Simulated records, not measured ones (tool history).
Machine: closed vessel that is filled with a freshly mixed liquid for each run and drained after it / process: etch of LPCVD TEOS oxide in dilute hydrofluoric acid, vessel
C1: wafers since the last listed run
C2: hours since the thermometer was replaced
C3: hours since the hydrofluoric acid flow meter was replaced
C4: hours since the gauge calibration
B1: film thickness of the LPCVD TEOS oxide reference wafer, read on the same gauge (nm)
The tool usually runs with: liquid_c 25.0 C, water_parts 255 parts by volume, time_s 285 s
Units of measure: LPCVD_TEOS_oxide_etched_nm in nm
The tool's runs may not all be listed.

Run 1, hour 0.0: usual settings but liquid_c 28.0 C; C1 0; C2 2208.5; C3 1922.6; C4 914.1; B1 83.15. Result: LPCVD_TEOS_oxide_etched_nm 41.96 nm.
Run 2, hour 90.4: usual settings but liquid_c 28.0 C; C1 8808; C2 2298.9; C3 2013.0; C4 1004.5; B1 83.26. Result: LPCVD_TEOS_oxide_etched_nm 41.97 nm.
Run 3, hour 172.7: usual settings; C1 8019; C2 2381.2; C3 2095.3; C4 1086.8; B1 83.34. Result: LPCVD_TEOS_oxide_etched_nm 37.53 nm.
Run 4, hour 332.3: usual settings; C1 15551; C2 2540.8; C3 2254.9; C4 1246.4; B1 83.47. Result: LPCVD_TEOS_oxide_etched_nm 37.96 nm.
Run 5, hour 436.8: usual settings; C1 10182; C2 2645.3; C3 2359.4; C4 1350.9; B1 83.54. Result: LPCVD_TEOS_oxide_etched_nm 38.31 nm.
Run 6, hour 497.9: usual settings; C1 5953; C2 2706.4; C3 2420.5; C4 1412.0; B1 83.62. Result: LPCVD_TEOS_oxide_etched_nm 37.88 nm.
At hour 506.6: hydrofluoric acid flow meter replaced.
Run 7, hour 558.0: usual settings; C1 5758; C2 2766.5; C3 51.4; C4 1472.1; B1 83.66. Result: LPCVD_TEOS_oxide_etched_nm 37.94 nm.
At hour 624.4: thermometer replaced.
Run 8, hour 855.7: usual settings; C1 28910; C2 231.3; C3 349.1; C4 1769.8; B1 83.77. Result: LPCVD_TEOS_oxide_etched_nm 38.12 nm.
At hour 928.6: gauge calibrated.
Run 9, hour 939.8: usual settings; C1 8194; C2 315.4; C3 433.2; C4 11.2; B1 80.34. Result: LPCVD_TEOS_oxide_etched_nm 36.57 nm.
Run 10, hour 990.3: usual settings but liquid_c 22.5 C, time_s 340 s; C1 4920; C2 365.9; C3 483.7; C4 61.7; B1 80.57. Result: LPCVD_TEOS_oxide_etched_nm 40.06 nm.
Run 11, hour 1064.3: usual settings; C1 7210; C2 439.9; C3 557.7; C4 135.7; B1 80.91. Result: LPCVD_TEOS_oxide_etched_nm 36.89 nm.
Run 12, hour 1134.5: usual settings but water_parts 155 parts by volume; C1 6840; C2 510.1; C3 627.9; C4 205.9; B1 81.20. Result: LPCVD_TEOS_oxide_etched_nm 68.97 nm.
Run 13, hour 1201.1: usual settings but liquid_c 23.0 C, water_parts 315 parts by volume, time_s 215 s; C1 6489; C2 576.7; C3 694.5; C4 272.5; B1 81.46. Result: LPCVD_TEOS_oxide_etched_nm 20.15 nm.
Run 14, hour 1303.9: usual settings; C1 10016; C2 679.5; C3 797.3; C4 375.3; B1 81.77. Result: LPCVD_TEOS_oxide_etched_nm 37.46 nm.
Run 15, hour 1407.9: usual settings but water_parts 350 parts by volume, time_s 350 s; C1 10133; C2 783.5; C3 901.3; C4 479.3; B1 82.05. Result: LPCVD_TEOS_oxide_etched_nm 30.46 nm.
Run 16, hour 1655.9: usual settings but water_parts 380 parts by volume; C1 24165; C2 1031.5; C3 1149.3; C4 727.3; B1 82.61. Result: LPCVD_TEOS_oxide_etched_nm 22.30 nm.

Results for each run, recomputed without the tool's hidden state and with each run's random variation untouched:
The hidden state here: liquid hotter than its thermometer reads (K); hydrofluoric acid flow below the setpoint (%); gauge reads high (%).
run  LPCVD_TEOS_oxide_etched_nm
  1                       40.38
  2                       40.33
  3                       36.03
  4                       36.37
  5                       36.68
  6                       36.25
  7                       36.29
  8                       36.40
  9                       36.42
 10                       39.77
 11                       36.47
 12                       67.95
 13                       19.79
 14                       36.64
 15                       29.69
 16                       21.60
